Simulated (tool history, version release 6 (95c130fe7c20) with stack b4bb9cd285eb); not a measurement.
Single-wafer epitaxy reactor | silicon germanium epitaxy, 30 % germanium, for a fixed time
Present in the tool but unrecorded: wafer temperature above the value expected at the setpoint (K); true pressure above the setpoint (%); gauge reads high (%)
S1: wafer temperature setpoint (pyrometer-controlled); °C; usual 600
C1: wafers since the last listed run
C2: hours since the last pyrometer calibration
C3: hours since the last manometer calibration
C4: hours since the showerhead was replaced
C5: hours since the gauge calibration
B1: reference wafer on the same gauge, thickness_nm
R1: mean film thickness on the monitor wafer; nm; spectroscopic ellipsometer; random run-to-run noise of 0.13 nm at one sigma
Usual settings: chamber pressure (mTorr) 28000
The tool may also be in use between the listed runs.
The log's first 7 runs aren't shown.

{"run": 8, "hour": 88.1, "S1": 600, "chamber pressure (mTorr)": 28000, "C1": 122, "C2": 1328.5, "C3": 1063.5, "C4": 5386.1, "C5": 210.9, "B1": 79.581, "R1": 62.49}
{"run": 9, "hour": 103.3, "S1": 600, "chamber pressure (mTorr)": 28000, "C1": 167, "C2": 1343.7, "C3": 1078.7, "C4": 5401.3, "C5": 226.1, "B1": 79.564, "R1": 62.26}
{"run": 10, "hour": 118.5, "S1": 600, "chamber pressure (mTorr)": 28000, "C1": 167, "C2": 1358.9, "C3": 1093.9, "C4": 5416.5, "C5": 241.3, "B1": 79.619, "R1": 62.292}
{"run": 11, "hour": 127.3, "S1": 600, "chamber pressure (mTorr)": 28000, "C1": 97, "C2": 1367.7, "C3": 1102.7, "C4": 5425.3, "C5": 250.1, "B1": 79.563, "R1": 62.185}
{"run": 12, "hour": 141.8, "S1": 600, "chamber pressure (mTorr)": 28000, "C1": 159, "C2": 1382.2, "C3": 1117.2, "C4": 5439.8, "C5": 264.6, "B1": 79.606, "R1": 62.133}
{"run": 13, "hour": 153.3, "S1": 600, "chamber pressure (mTorr)": 28000, "C1": 126, "C2": 1393.7, "C3": 1128.7, "C4": 5451.3, "C5": 276.1, "B1": 79.579, "R1": 62.143}
{"run": 14, "hour": 159.7, "S1": 600, "chamber pressure (mTorr)": 28000, "C1": 70, "C2": 1400.1, "C3": 1135.1, "C4": 5457.7, "C5": 282.5, "B1": 79.597, "R1": 62.126}
{"hour": 170.7, "done": "pyrometer calibrated"}
{"run": 15, "hour": 177.6, "S1": 600, "chamber pressure (mTorr)": 28000, "C1": 109, "C2": 6.9, "C3": 1153.0, "C4": 5475.6, "C5": 300.4, "B1": 79.526, "R1": 67.169}
{"run": 16, "hour": 194.6, "S1": 600, "chamber pressure (mTorr)": 28000, "C1": 187, "C2": 23.9, "C3": 1170.0, "C4": 5492.6, "C5": 317.4, "B1": 79.578, "R1": 67.022}
{"run": 17, "hour": 209.7, "S1": 590, "chamber pressure (mTorr)": 31900, "C1": 166, "C2": 39.0, "C3": 1185.1, "C4": 5507.7, "C5": 332.5, "B1": 79.589, "R1": 56.686}
{"run": 18, "hour": 218.6, "S1": 605, "chamber pressure (mTorr)": 22600, "C1": 98, "C2": 47.9, "C3": 1194.0, "C4": 5516.6, "C5": 341.4, "B1": 79.606, "R1": 68.78}
{"run": 19, "hour": 232.4, "S1": 608, "chamber pressure (mTorr)": 30500, "C1": 152, "C2": 61.7, "C3": 1207.8, "C4": 5530.4, "C5": 355.2, "B1": 79.587, "R1": 80.877}
{"hour": 259.2, "done": "showerhead replaced"}
{"run": 20, "hour": 262.5, "S1": 592, "chamber pressure (mTorr)": 22800, "C1": 243, "C2": 91.8, "C3": 1237.9, "C4": 3.3, "C5": 385.3, "B1": 79.648, "R1": 52.436}
{"run": 21, "hour": 273.1, "S1": 614, "chamber pressure (mTorr)": 23500, "C1": 116, "C2": 102.4, "C3": 1248.5, "C4": 13.9, "C5": 395.9, "B1": 79.573, "R1": 83.45}
{"hour": 279.9, "done": "gauge calibrated"}
{"hour": 288.0, "done": "capacitance manometer re-zeroed and calibrated"}
{"run": 22, "hour": 288.5, "S1": 613, "chamber pressure (mTorr)": 33100, "C1": 81, "C2": 117.8, "C3": 0.5, "C4": 29.3, "C5": 8.6, "B1": 79.544, "R1": 94.9}
{"run": 23, "hour": 296.7, "S1": 600, "chamber pressure (mTorr)": 28000, "C1": 90, "C2": 126.0, "C3": 8.7, "C4": 37.5, "C5": 16.8, "B1": 79.634, "R1": 68.425}
{"run": 24, "hour": 311.2, "S1": 612, "chamber pressure (mTorr)": 28000, "C1": 159, "C2": 140.5, "C3": 23.2, "C4": 52.0, "C5": 31.3, "B1": 79.605, "R1": 87.187}
{"run": 25, "hour": 325.6, "S1": 609, "chamber pressure (mTorr)": 32500, "C1": 158, "C2": 154.9, "C3": 37.6, "C4": 66.4, "C5": 45.7, "B1": 79.612, "R1": 86.639}
{"run": 26, "hour": 341.0, "S1": 600, "chamber pressure (mTorr)": 28000, "C1": 169, "C2": 170.3, "C3": 53.0, "C4": 81.8, "C5": 61.1, "B1": 79.597, "R1": 68.14}
{"run": 27, "hour": 347.5, "S1": 615, "chamber pressure (mTorr)": 24300, "C1": 71, "C2": 176.8, "C3": 59.5, "C4": 88.3, "C5": 67.6, "B1": 79.615, "R1": 88.312}
{"run": 28, "hour": 379.1, "S1": 611, "chamber pressure (mTorr)": 23300, "C1": 348, "C2": 208.4, "C3": 91.1, "C4": 119.9, "C5": 99.2, "B1": 79.548, "R1": 80.071}
{"run": 29, "hour": 387.4, "S1": 600, "chamber pressure (mTorr)": 28000, "C1": 91, "C2": 216.7, "C3": 99.4, "C4": 128.2, "C5": 107.5, "B1": 79.596, "R1": 68.043}
{"run": 30, "hour": 396.9, "S1": 609, "chamber pressure (mTorr)": 28000, "C1": 104, "C2": 226.2, "C3": 108.9, "C4": 137.7, "C5": 117.0, "B1": 79.549, "R1": 81.746}
{"run": 31, "hour": 413.3, "S1": 590, "chamber pressure (mTorr)": 32800, "C1": 180, "C2": 242.6, "C3": 125.3, "C4": 154.1, "C5": 133.4, "B1": 79.613, "R1": 58.051}

3 ways to go on from here, each from the tool as it stands after run 31. What would each give?
{"run": "A", "hour": 413.7, "S1": 600, "chamber pressure (mTorr)": 23600, "C1": 4, "C2": 243.0, "C3": 125.7, "C4": 154.5, "C5": 133.8, "B1": "?", "R1": "?"}
{"run": "B", "hour": 413.7, "S1": 613, "chamber pressure (mTorr)": 21500, "C1": 4, "C2": 243.0, "C3": 125.7, "C4": 154.5, "C5": 133.8, "B1": "?", "R1": "?"}
{"run": "C", "hour": 413.7, "S1": 613, "chamber pressure (mTorr)": 34700, "C1": 4, "C2": 243.0, "C3": 125.7, "C4": 154.5, "C5": 133.8, "B1": "?", "R1": "?"}

run=A B1=79.609 R1=64.031
run=B B1=79.609 R1=81.042
run=C B1=79.609 R1=95.519
Without the tool's hidden state the same runs would have given:
run=A R1=64.697
run=B R1=81.843
run=C R1=96.463
